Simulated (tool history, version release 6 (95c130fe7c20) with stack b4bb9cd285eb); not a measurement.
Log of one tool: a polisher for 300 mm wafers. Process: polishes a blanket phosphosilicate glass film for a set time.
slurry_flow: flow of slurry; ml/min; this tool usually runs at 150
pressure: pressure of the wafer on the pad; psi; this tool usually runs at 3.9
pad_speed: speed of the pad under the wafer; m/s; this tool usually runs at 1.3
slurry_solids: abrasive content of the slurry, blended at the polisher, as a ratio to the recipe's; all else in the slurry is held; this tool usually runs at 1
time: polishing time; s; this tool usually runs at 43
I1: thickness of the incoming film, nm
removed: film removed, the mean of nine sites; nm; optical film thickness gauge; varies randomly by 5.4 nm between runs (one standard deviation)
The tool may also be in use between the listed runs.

{"run": 1, "day": 0.0, "slurry_flow": 150, "pressure": 3.9, "pad_speed": 1.2, "slurry_solids": 1, "time": 43, "I1": 2295.6, "removed": 457.4}
{"day": 0.308, "done": "slurry blender recalibrated"}
{"run": 2, "day": 2.162, "slurry_flow": 150, "pressure": 3.9, "pad_speed": 1.44, "slurry_solids": 1, "time": 43, "I1": 2267.9, "removed": 527.4}
{"day": 3.871, "done": "worn pad replaced by a new one"}
{"run": 3, "day": 4.133, "slurry_flow": 150, "pressure": 3.9, "pad_speed": 1.44, "slurry_solids": 1, "time": 43, "I1": 2273.7, "removed": 530.2}
{"run": 4, "day": 6.588, "slurry_flow": 150, "pressure": 3.1, "pad_speed": 1.3, "slurry_solids": 1, "time": 43, "I1": 2255.2, "removed": 414.4}
{"run": 5, "day": 7.767, "slurry_flow": 150, "pressure": 4.2, "pad_speed": 1.3, "slurry_solids": 1, "time": 43, "I1": 2272.3, "removed": 521.9}
{"day": 8.45, "done": "conditioning disc replaced and pad reconditioned"}
{"run": 6, "day": 9.633, "slurry_flow": 150, "pressure": 4.2, "pad_speed": 1.3, "slurry_solids": 1, "time": 43, "I1": 2283.2, "removed": 526.5}
{"run": 7, "day": 10.808, "slurry_flow": 150, "pressure": 3.9, "pad_speed": 1.3, "slurry_solids": 1, "time": 36, "I1": 2274.6, "removed": 414.2}
{"run": 8, "day": 12.954, "slurry_flow": 150, "pressure": 3.9, "pad_speed": 1.3, "slurry_solids": 1, "time": 36, "I1": 2260, "removed": 425.3}
{"day": 13.042, "done": "head pressure recalibrated"}
{"day": 13.642, "done": "slurry nozzle cleaned"}
{"day": 14.012, "done": "slurry blender recalibrated"}
{"day": 14.696, "done": "worn pad replaced by a new one"}
{"run": 9, "day": 15.396, "slurry_flow": 150, "pressure": 3.9, "pad_speed": 1.3, "slurry_solids": 1, "time": 36, "I1": 2211.3, "removed": 414.7}
{"run": 10, "day": 17.517, "slurry_flow": 185, "pressure": 3.9, "pad_speed": 1.3, "slurry_solids": 0.85, "time": 49, "I1": 2234.7, "removed": 539}
{"run": 11, "day": 19.112, "slurry_flow": 150, "pressure": 3.9, "pad_speed": 1.2, "slurry_solids": 1, "time": 43, "I1": 2269.4, "removed": 472.2}
{"run": 12, "day": 21.188, "slurry_flow": 175, "pressure": 3.1, "pad_speed": 1.3, "slurry_solids": 1, "time": 36, "I1": 2246.7, "removed": 366.6}
{"day": 21.471, "done": "conditioning disc replaced and pad reconditioned"}
{"run": 13, "day": 22.588, "slurry_flow": 150, "pressure": 3.9, "pad_speed": 1.3, "slurry_solids": 1, "time": 43, "I1": 2230.4, "removed": 496.5}
{"run": 14, "day": 25.379, "slurry_flow": 175, "pressure": 3.5, "pad_speed": 1.66, "slurry_solids": 1.1, "time": 43, "I1": 2205.6, "removed": 581.1}
{"day": 26.296, "done": "worn pad replaced by a new one"}
{"day": 27.171, "done": "slurry blender recalibrated"}
{"run": 15, "day": 27.942, "slurry_flow": 185, "pressure": 4.5, "pad_speed": 1.02, "slurry_solids": 1, "time": 43, "I1": 2224.3, "removed": 467.6}
{"run": 16, "day": 29.604, "slurry_flow": 150, "pressure": 3.9, "pad_speed": 1.3, "slurry_solids": 1, "time": 43, "I1": 2265.6, "removed": 500.9}
{"day": 30.967, "done": "slurry nozzle cleaned"}
{"run": 17, "day": 31.271, "slurry_flow": 150, "pressure": 3.9, "pad_speed": 1.3, "slurry_solids": 1.1, "time": 54, "I1": 2255.2, "removed": 646.2}
{"day": 32.258, "done": "conditioning disc replaced and pad reconditioned"}
{"run": 18, "day": 33.358, "slurry_flow": 150, "pressure": 2.5, "pad_speed": 1.68, "slurry_solids": 1.15, "time": 33, "I1": 2282.2, "removed": 358.3}
{"day": 34.862, "done": "head pressure recalibrated"}
{"run": 19, "day": 35.088, "slurry_flow": 180, "pressure": 4.5, "pad_speed": 1.3, "slurry_solids": 0.75, "time": 53, "I1": 2227.9, "removed": 610.1}
{"run": 20, "day": 37.879, "slurry_flow": 150, "pressure": 3.2, "pad_speed": 1.3, "slurry_solids": 1, "time": 43, "I1": 2250.8, "removed": 432.7}
{"day": 38.404, "done": "slurry blender recalibrated"}
{"run": 21, "day": 39.054, "slurry_flow": 150, "pressure": 3.9, "pad_speed": 1.3, "slurry_solids": 1, "time": 43, "I1": 2234.3, "removed": 492}
{"day": 40.288, "done": "worn pad replaced by a new one"}
{"run": 22, "day": 41.854, "slurry_flow": 180, "pressure": 4.5, "pad_speed": 1.3, "slurry_solids": 0.75, "time": 53, "I1": 2287.6, "removed": 601}
{"run": 23, "day": 44.088, "slurry_flow": 150, "pressure": 3.9, "pad_speed": 1.3, "slurry_solids": 1, "time": 54, "I1": 2218.2, "removed": 615.2}
{"day": 45.021, "done": "conditioning disc replaced and pad reconditioned"}
{"run": 24, "day": 45.408, "slurry_flow": 150, "pressure": 5.3, "pad_speed": 1.08, "slurry_solids": 1, "time": 43, "I1": 2280.5, "removed": 541}
{"run": 25, "day": 46.958, "slurry_flow": 150, "pressure": 4.7, "pad_speed": 1.54, "slurry_solids": 0.85, "time": 43, "I1": 2243.9, "removed": 610.6}
{"run": 26, "day": 48.621, "slurry_flow": 150, "pressure": 3.9, "pad_speed": 1.3, "slurry_solids": 1, "time": 36, "I1": 2238.4, "removed": 425.5}

Here are 3 independent what-if runs from the current tool condition. What would each one return?
{"run": "A", "day": 48.638, "slurry_flow": 150, "pressure": 3.9, "pad_speed": 1.3, "slurry_solids": 1, "time": 43, "I1": 2262, "removed": "?"}
{"run": "B", "day": 48.638, "slurry_flow": 105, "pressure": 3.4, "pad_speed": 1.3, "slurry_solids": 1, "time": 43, "I1": 2262, "removed": "?"}
{"run": "C", "day": 48.638, "slurry_flow": 125, "pressure": 3.9, "pad_speed": 1.3, "slurry_solids": 0.85, "time": 55, "I1": 2262, "removed": "?"}

run=A removed=499.7
run=B removed=435.6
run=C removed=582.1
Without the tool's hidden state the same runs would have given:
run=A removed=499.7
run=B removed=435.6
run=C removed=582.1

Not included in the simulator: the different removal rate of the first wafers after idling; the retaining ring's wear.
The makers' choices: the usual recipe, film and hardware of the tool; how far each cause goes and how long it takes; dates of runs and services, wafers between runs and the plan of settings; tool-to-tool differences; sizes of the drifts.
